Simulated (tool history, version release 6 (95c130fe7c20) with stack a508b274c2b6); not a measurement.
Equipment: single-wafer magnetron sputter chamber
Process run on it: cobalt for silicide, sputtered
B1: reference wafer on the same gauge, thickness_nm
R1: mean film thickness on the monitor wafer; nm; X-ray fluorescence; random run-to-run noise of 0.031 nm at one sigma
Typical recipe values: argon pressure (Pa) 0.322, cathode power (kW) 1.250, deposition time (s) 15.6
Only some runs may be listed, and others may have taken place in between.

Run 1, hour 0.0: usual settings; B1 11.052. Result: R1 9.253 nm.
Run 2, hour 62.3: usual settings but argon pressure (Pa) 0.392; B1 11.060. Result: R1 9.034 nm.
Run 3, hour 128.6: usual settings but argon pressure (Pa) 0.392; B1 11.043. Result: R1 9.024 nm.
At hour 166.8: sputter target and shields replaced.
Run 4, hour 220.7: usual settings; B1 11.050. Result: R1 9.362 nm.
Run 5, hour 326.6: usual settings; B1 11.043. Result: R1 9.266 nm.
Run 6, hour 388.9: usual settings; B1 11.063. Result: R1 9.214 nm.
Run 7, hour 495.9: usual settings; B1 11.059. Result: R1 9.191 nm.
Run 8, hour 603.8: usual settings but argon pressure (Pa) 0.249, deposition time (s) 16.7; B1 11.051. Result: R1 10.168 nm.
At hour 667.0: sputter target and shields replaced.
Run 9, hour 672.9: usual settings but argon pressure (Pa) 0.249, deposition time (s) 16.7; B1 11.054. Result: R1 10.353 nm.
Run 10, hour 778.6: usual settings but cathode power (kW) 1.300, deposition time (s) 16.5; B1 11.038. Result: R1 10.179 nm.
Run 11, hour 841.5: usual settings but cathode power (kW) 1.300, deposition time (s) 16.5; B1 11.043. Result: R1 10.184 nm.
Run 12, hour 926.8: usual settings but cathode power (kW) 1.300, deposition time (s) 16.5; B1 11.049. Result: R1 10.160 nm.
Run 13, hour 1013.9: usual settings but argon pressure (Pa) 0.361, deposition time (s) 13.9; B1 11.058. Result: R1 8.062 nm.
Run 14, hour 1115.6: usual settings but argon pressure (Pa) 0.361, deposition time (s) 13.9; B1 11.052. Result: R1 8.042 nm.
At hour 1154.3: sputter target and shields replaced.
Run 15, hour 1183.5: usual settings but argon pressure (Pa) 0.361, deposition time (s) 13.9; B1 11.052. Result: R1 8.136 nm.
At hour 1363.3: gauge calibrated.
Run 16, hour 1427.6: usual settings but argon pressure (Pa) 0.398, cathode power (kW) 1.550, deposition time (s) 18.6; B1 11.047. Result: R1 13.199 nm.

Predict the results of run 17:
Run 17, hour 1471.6: usual settings but argon pressure (Pa) 0.418, cathode power (kW) 1.050, deposition time (s) 13.3; B1 ?. Result: R1 ?.

{"run 17": {"B1": 11.053, "R1": 6.294}}
With the hidden condition absent and the run-to-run variation left alone, this run would have shown R1 6.572 nm.
